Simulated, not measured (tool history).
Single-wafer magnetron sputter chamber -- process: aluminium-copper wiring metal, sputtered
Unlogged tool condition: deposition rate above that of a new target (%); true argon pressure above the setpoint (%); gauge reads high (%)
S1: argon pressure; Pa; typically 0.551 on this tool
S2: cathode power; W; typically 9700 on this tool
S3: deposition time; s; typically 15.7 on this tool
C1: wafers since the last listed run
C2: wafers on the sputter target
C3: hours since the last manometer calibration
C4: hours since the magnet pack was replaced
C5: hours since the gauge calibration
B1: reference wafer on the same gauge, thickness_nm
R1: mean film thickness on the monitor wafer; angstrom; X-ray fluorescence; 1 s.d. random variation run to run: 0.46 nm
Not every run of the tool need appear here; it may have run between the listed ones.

| run | hour | S1 | S2 | S3 | C1 | C2 | C3 | C4 | C5 | B1 | R1 |
|---|---|---|---|---|---|---|---|---|---|---|---|
| 1 | 0 | 0.618 | 9700 | 15.7 | 0 | 461 | 1064.5 | 8185.2 | 477.8 | 203.047 | 2183.57 |
| 2 | 32.8 | 0.551 | 8650 | 16.4 | 872 | 1334 | 1097.3 | 8218 | 510.6 | 202.918 | 2108.97 |
| 3 | 65.3 | 0.551 | 8650 | 16.4 | 864 | 2198 | 1129.8 | 8250.5 | 543.1 | 203.056 | 2113.64 |
| 4 | 88.2 | 0.551 | 8650 | 16.4 | 609 | 2808 | 1152.7 | 8273.4 | 566 | 203.139 | 2114.08 |
| 5 | 116.3 | 0.551 | 9700 | 15.7 | 747 | 3555 | 1180.8 | 8301.5 | 594.1 | 203.097 | 2236.33 |
|  | 146.8 | sputter target and shields replaced |
| 6 | 147.3 | 0.551 | 9700 | 15.7 | 611 | 14 | 1211.8 | 8332.5 | 625.1 | 203.043 | 2247.69 |
| 7 | 179.3 | 0.551 | 9700 | 15.7 | 851 | 865 | 1243.8 | 8364.5 | 657.1 | 203.019 | 2245.81 |
| 8 | 214.6 | 0.551 | 9700 | 15.7 | 939 | 1805 | 1279.1 | 8399.8 | 692.4 | 202.913 | 2236.04 |
| 9 | 243.6 | 0.551 | 9700 | 15.7 | 771 | 2576 | 1308.1 | 8428.8 | 721.4 | 203.111 | 2243.61 |
| 10 | 273.3 | 0.551 | 9700 | 15.7 | 790 | 3366 | 1337.8 | 8458.5 | 751.1 | 202.925 | 2236.9 |
| 11 | 287.9 | 0.551 | 9700 | 15.7 | 388 | 3755 | 1352.4 | 8473.1 | 765.7 | 202.771 | 2243.12 |
| 12 | 301.2 | 0.551 | 9700 | 15.7 | 353 | 4109 | 1365.7 | 8486.4 | 779 | 202.895 | 2239.57 |
|  | 312.2 | gauge calibrated |
| 13 | 315.7 | 0.474 | 9700 | 15.7 | 385 | 4494 | 1380.2 | 8500.9 | 3.5 | 202.859 | 2301.16 |
|  | 327.1 | capacitance manometer re-zeroed and calibrated |
|  | 333.9 | sputter target and shields replaced |
| 14 | 334.4 | 0.474 | 9700 | 15.7 | 103 | 13 | 7.3 | 8519.6 | 22.2 | 203.008 | 2304.16 |
| 15 | 353.3 | 0.551 | 9700 | 15.7 | 502 | 516 | 26.2 | 8538.5 | 41.1 | 202.755 | 2244.98 |
|  | 377 | magnet pack replaced |
| 16 | 388.6 | 0.551 | 9700 | 13.4 | 726 | 1242 | 61.5 | 11.6 | 76.4 | 203.021 | 1915.34 |
| 17 | 421 | 0.551 | 7900 | 15.7 | 862 | 2104 | 93.9 | 44 | 108.8 | 202.86 | 1863.63 |
| 18 | 435.1 | 0.705 | 11850 | 15.7 | 375 | 2479 | 108 | 58.1 | 122.9 | 202.991 | 2558.97 |
| 19 | 506.5 | 0.396 | 8550 | 14.2 | 1899 | 4379 | 179.4 | 129.5 | 194.3 | 202.944 | 1913.4 |
|  | 524.7 | sputter target and shields replaced |
| 20 | 525.2 | 0.373 | 8700 | 13.8 | 284 | 14 | 198.1 | 148.2 | 213 | 202.989 | 1907.08 |
| 21 | 551 | 0.675 | 9700 | 15.7 | 686 | 700 | 223.9 | 174 | 238.8 | 203.007 | 2148.93 |
| 22 | 564.6 | 0.455 | 9700 | 17.4 | 361 | 1062 | 237.5 | 187.6 | 252.4 | 203.039 | 2570.25 |
| 23 | 578.6 | 0.551 | 9700 | 15.7 | 372 | 1435 | 251.5 | 201.6 | 266.4 | 202.965 | 2241.22 |
| 24 | 599.7 | 0.683 | 12050 | 13.6 | 561 | 1996 | 272.6 | 222.7 | 287.5 | 202.901 | 2253.26 |
| 25 | 634.2 | 0.551 | 9700 | 14.5 | 917 | 2914 | 307.1 | 257.2 | 322 | 202.995 | 2069.97 |
| 26 | 654.8 | 0.433 | 9700 | 17.3 | 548 | 3462 | 327.7 | 277.8 | 342.6 | 202.959 | 2574.9 |
| 27 | 689.5 | 0.675 | 9700 | 15.7 | 923 | 4385 | 362.4 | 312.5 | 377.3 | 203.199 | 2145.2 |
|  | 723.9 | sputter target and shields replaced |
| 28 | 724.4 | 0.551 | 9700 | 15.7 | 715 | 13 | 397.3 | 347.4 | 412.2 | 202.939 | 2245.48 |
| 29 | 734.7 | 0.551 | 8800 | 15.7 | 274 | 287 | 407.6 | 357.7 | 422.5 | 202.9 | 2051.54 |
| 30 | 759.9 | 0.551 | 9700 | 15.7 | 670 | 958 | 432.8 | 382.9 | 447.7 | 202.736 | 2250.49 |
| 31 | 777.9 | 0.625 | 9700 | 13.8 | 478 | 1437 | 450.8 | 400.9 | 465.7 | 203.14 | 1919.22 |
| 32 | 796.1 | 0.396 | 9700 | 18.8 | 484 | 1921 | 469 | 419.1 | 483.9 | 203.054 | 2835.46 |
| 33 | 841.9 | 0.331 | 8550 | 15.7 | 1218 | 3139 | 514.8 | 464.9 | 529.7 | 202.777 | 2161.8 |
| 34 | 854.7 | 0.458 | 8650 | 16.5 | 340 | 3480 | 527.6 | 477.7 | 542.5 | 203.113 | 2187.28 |
| 35 | 879.7 | 0.551 | 8350 | 15.7 | 665 | 4145 | 552.6 | 502.7 | 567.5 | 202.96 | 1954.84 |

Here are 4 independent what-if runs from the current tool condition. What would each one return?
| A | 880.1 | 0.551 | 9700 | 17.5 | 10 | 4156 | 553 | 503.1 | 567.9 | ? | ? |
| B | 880.1 | 0.495 | 11700 | 18.7 | 10 | 4156 | 553 | 503.1 | 567.9 | ? | ? |
| C | 880.1 | 0.551 | 7300 | 15.7 | 10 | 4156 | 553 | 503.1 | 567.9 | ? | ? |
| D | 880.1 | 0.551 | 11350 | 14.6 | 10 | 4156 | 553 | 503.1 | 567.9 | ? | ? |

| run | B1 | R1 |
|---|---|---|
| A | 203.035 | 2495.83 |
| B | 203.035 | 3233.37 |
| C | 203.035 | 1733.5 |
| D | 203.035 | 2405.49 |
Without the tool's unlogged condition, the same runs would have read:
| run | R1 |
|---|---|
| A | 2495.83 |
| B | 3233.37 |
| C | 1733.5 |
| D | 2405.49 |
